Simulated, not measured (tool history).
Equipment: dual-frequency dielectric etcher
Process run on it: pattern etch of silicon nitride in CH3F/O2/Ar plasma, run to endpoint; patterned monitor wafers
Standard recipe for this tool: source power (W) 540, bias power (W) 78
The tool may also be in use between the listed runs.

| run | hour | source power (W) | bias power (W) | wafers since the last listed run | hours since the last wet clean | hours since the last source power generator calibration | hours since the last bias power generator calibration | hours since the last upper electrode change | incoming incoming film thickness, nm | endpoint time (s) |
|---|---|---|---|---|---|---|---|---|---|---|
| 1 | 0 | 430 | 92 | 0 | 366.9 | 3044.5 | 4766.5 | 3268.1 | 18.71 | 24.8 |
| 2 | 10.7 | 430 | 92 | 140 | 377.6 | 3055.2 | 4777.2 | 3278.8 | 18.86 | 25.4 |
| 3 | 21.5 | 540 | 78 | 142 | 388.4 | 3066 | 4788 | 3289.6 | 18.61 | 24.1 |
| 4 | 32.8 | 440 | 78 | 148 | 399.7 | 3077.3 | 4799.3 | 3300.9 | 18.71 | 26.2 |
| 5 | 49.8 | 540 | 78 | 223 | 416.7 | 3094.3 | 4816.3 | 3317.9 | 18.61 | 24.3 |
| 6 | 60.1 | 540 | 78 | 135 | 427 | 3104.6 | 4826.6 | 3328.2 | 18.57 | 24 |
| 7 | 71.7 | 540 | 78 | 152 | 438.6 | 3116.2 | 4838.2 | 3339.8 | 18.74 | 24.4 |
| 8 | 83.6 | 540 | 78 | 156 | 450.5 | 3128.1 | 4850.1 | 3351.7 | 18.66 | 24.1 |
| 9 | 97.2 | 540 | 78 | 179 | 464.1 | 3141.7 | 4863.7 | 3365.3 | 18.76 | 24.3 |
|  | 123 | upper electrode replaced, of another model than before |
| 10 | 123.5 | 540 | 78 | 30 | 490.4 | 3168 | 4890 | 0.5 | 18.84 | 24.4 |
| 11 | 137.4 | 540 | 78 | 183 | 504.3 | 3181.9 | 4903.9 | 14.4 | 18.75 | 24.1 |
| 12 | 146.5 | 540 | 78 | 119 | 513.4 | 3191 | 4913 | 23.5 | 18.8 | 24.2 |
| 13 | 152.5 | 540 | 78 | 78 | 519.4 | 3197 | 4919 | 29.5 | 18.64 | 24.2 |
| 14 | 159.1 | 540 | 87 | 86 | 526 | 3203.6 | 4925.6 | 36.1 | 18.72 | 23 |
|  | 192.4 | wet clean of the chamber |
| 15 | 192.9 | 620 | 95 | 129 | 0.5 | 3237.4 | 4959.4 | 69.9 | 18.64 | 22.5 |
| 16 | 193.2 | 540 | 65 | 3 | 0.8 | 3237.7 | 4959.7 | 70.2 | 18.57 | 26.8 |
| 17 | 193.5 | 540 | 78 | 3 | 1.1 | 3238 | 4960 | 70.5 | 18.62 | 25.1 |
| 18 | 199.8 | 630 | 94 | 82 | 7.4 | 3244.3 | 4966.3 | 76.8 | 18.81 | 22.5 |
| 19 | 211.2 | 580 | 89 | 150 | 18.8 | 3255.7 | 4977.7 | 88.2 | 18.6 | 22.9 |
|  | 223 | bias power generator calibrated |
| 20 | 227.1 | 540 | 78 | 156 | 34.7 | 3271.6 | 4.1 | 104.1 | 18.61 | 24.9 |
| 21 | 236.1 | 540 | 78 | 118 | 43.7 | 3280.6 | 13.1 | 113.1 | 18.62 | 24.8 |
|  | 255.3 | source power generator calibrated |
| 22 | 255.8 | 660 | 94 | 206 | 63.4 | 0.5 | 32.8 | 132.8 | 18.75 | 22.1 |
| 23 | 266 | 540 | 78 | 134 | 73.6 | 10.7 | 43 | 143 | 18.76 | 25.1 |
| 24 | 272 | 440 | 65 | 78 | 79.6 | 16.7 | 49 | 149 | 18.73 | 28.2 |
| 25 | 279.7 | 440 | 69 | 101 | 87.3 | 24.4 | 56.7 | 156.7 | 18.6 | 27.1 |
| 26 | 305.9 | 610 | 68 | 344 | 113.5 | 50.6 | 82.9 | 182.9 | 18.78 | 25.6 |
| 27 | 316.8 | 540 | 78 | 143 | 124.4 | 61.5 | 93.8 | 193.8 | 18.61 | 24.8 |
| 28 | 332.8 | 540 | 78 | 210 | 140.4 | 77.5 | 109.8 | 209.8 | 18.63 | 24.6 |

Hidden state, per run?
source power that arrives over what is set, %: 0 across all the runs
bias power that arrives over what is set, %: 0 across all the runs
H1: etch rate over this chamber's usual, %
| run | H1 |
|---|---|
| 1 | 2.41 |
| 2 | 2.51 |
| 3 | 2.6 |
| 4 | 2.7 |
| 5 | 2.84 |
| 6 | 2.93 |
| 7 | 3.03 |
| 8 | 3.14 |
| 9 | 3.25 |
| 10 | 3.48 |
| 11 | 3.6 |
| 12 | 3.68 |
| 13 | 3.73 |
| 14 | 3.79 |
| 15 | 0.0904 |
| 16 | 0.093 |
| 17 | 0.0956 |
| 18 | 0.15 |
| 19 | 0.249 |
| 20 | 0.387 |
| 21 | 0.465 |
| 22 | 0.635 |
| 23 | 0.724 |
| 24 | 0.776 |
| 25 | 0.842 |
| 26 | 1.07 |
| 27 | 1.16 |
| 28 | 1.3 |
